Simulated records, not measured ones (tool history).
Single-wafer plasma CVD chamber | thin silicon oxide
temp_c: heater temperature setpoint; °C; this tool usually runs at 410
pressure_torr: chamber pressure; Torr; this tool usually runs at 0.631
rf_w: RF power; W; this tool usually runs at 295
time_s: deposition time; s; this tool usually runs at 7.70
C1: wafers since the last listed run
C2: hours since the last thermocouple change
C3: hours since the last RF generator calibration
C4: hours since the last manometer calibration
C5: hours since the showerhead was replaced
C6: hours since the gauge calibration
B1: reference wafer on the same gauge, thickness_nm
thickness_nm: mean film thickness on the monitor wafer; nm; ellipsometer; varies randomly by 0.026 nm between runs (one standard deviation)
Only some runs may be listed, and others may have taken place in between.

Run 1, hour 0.0: usual settings but pressure_torr 0.535 Torr; C1 0; C2 2739.2; C3 2232.5; C4 1647.2; C5 7648.6; C6 423.4; B1 10.400. Result: thickness_nm 8.936 nm.
Run 2, hour 12.4: usual settings but pressure_torr 0.535 Torr; C1 478; C2 2751.6; C3 2244.9; C4 1659.6; C5 7661.0; C6 435.8; B1 10.397. Result: thickness_nm 8.997 nm.
Run 3, hour 31.1: usual settings but pressure_torr 0.535 Torr; C1 721; C2 2770.3; C3 2263.6; C4 1678.3; C5 7679.7; C6 454.5; B1 10.399. Result: thickness_nm 8.989 nm.
Run 4, hour 51.5: usual settings; C1 786; C2 2790.7; C3 2284.0; C4 1698.7; C5 7700.1; C6 474.9; B1 10.401. Result: thickness_nm 10.638 nm.
Run 5, hour 64.4: usual settings; C1 497; C2 2803.6; C3 2296.9; C4 1711.6; C5 7713.0; C6 487.8; B1 10.399. Result: thickness_nm 10.596 nm.
Run 6, hour 77.8: usual settings; C1 516; C2 2817.0; C3 2310.3; C4 1725.0; C5 7726.4; C6 501.2; B1 10.401. Result: thickness_nm 10.599 nm.
Run 7, hour 97.6: usual settings; C1 763; C2 2836.8; C3 2330.1; C4 1744.8; C5 7746.2; C6 521.0; B1 10.402. Result: thickness_nm 10.600 nm.
Run 8, hour 116.6: usual settings; C1 732; C2 2855.8; C3 2349.1; C4 1763.8; C5 7765.2; C6 540.0; B1 10.400. Result: thickness_nm 10.585 nm.
At hour 132.2: gauge calibrated.
Run 9, hour 134.5: usual settings; C1 690; C2 2873.7; C3 2367.0; C4 1781.7; C5 7783.1; C6 2.3; B1 10.400. Result: thickness_nm 10.610 nm.
At hour 153.0: thermocouple changed; heater temperature recalibrated.
Run 10, hour 153.5: usual settings but rf_w 340 W, time_s 6.17 s; C1 424; C2 0.5; C3 2386.0; C4 1800.7; C5 7802.1; C6 21.3; B1 10.401. Result: thickness_nm 9.207 nm.
At hour 183.1: showerhead replaced.
Run 11, hour 186.6: usual settings but time_s 7.24 s; C1 968; C2 33.6; C3 2419.1; C4 1833.8; C5 3.5; C6 54.4; B1 10.396. Result: thickness_nm 9.979 nm.
At hour 247.3: capacitance manometer re-zeroed and calibrated.
Run 12, hour 252.5: usual settings; C1 2233; C2 99.5; C3 2485.0; C4 5.2; C5 69.4; C6 120.3; B1 10.399. Result: thickness_nm 10.554 nm.

Forecast run 13:
Run 13, hour 286.7: usual settings but temp_c 401 °C; C1 1319; C2 133.7; C3 2519.2; C4 39.4; C5 103.6; C6 154.5; B1 ?. Result: thickness_nm ?.

B1: 10.402
thickness_nm: 10.645 nm
Without the tool's hidden state the same run would have given thickness_nm 10.645 nm.

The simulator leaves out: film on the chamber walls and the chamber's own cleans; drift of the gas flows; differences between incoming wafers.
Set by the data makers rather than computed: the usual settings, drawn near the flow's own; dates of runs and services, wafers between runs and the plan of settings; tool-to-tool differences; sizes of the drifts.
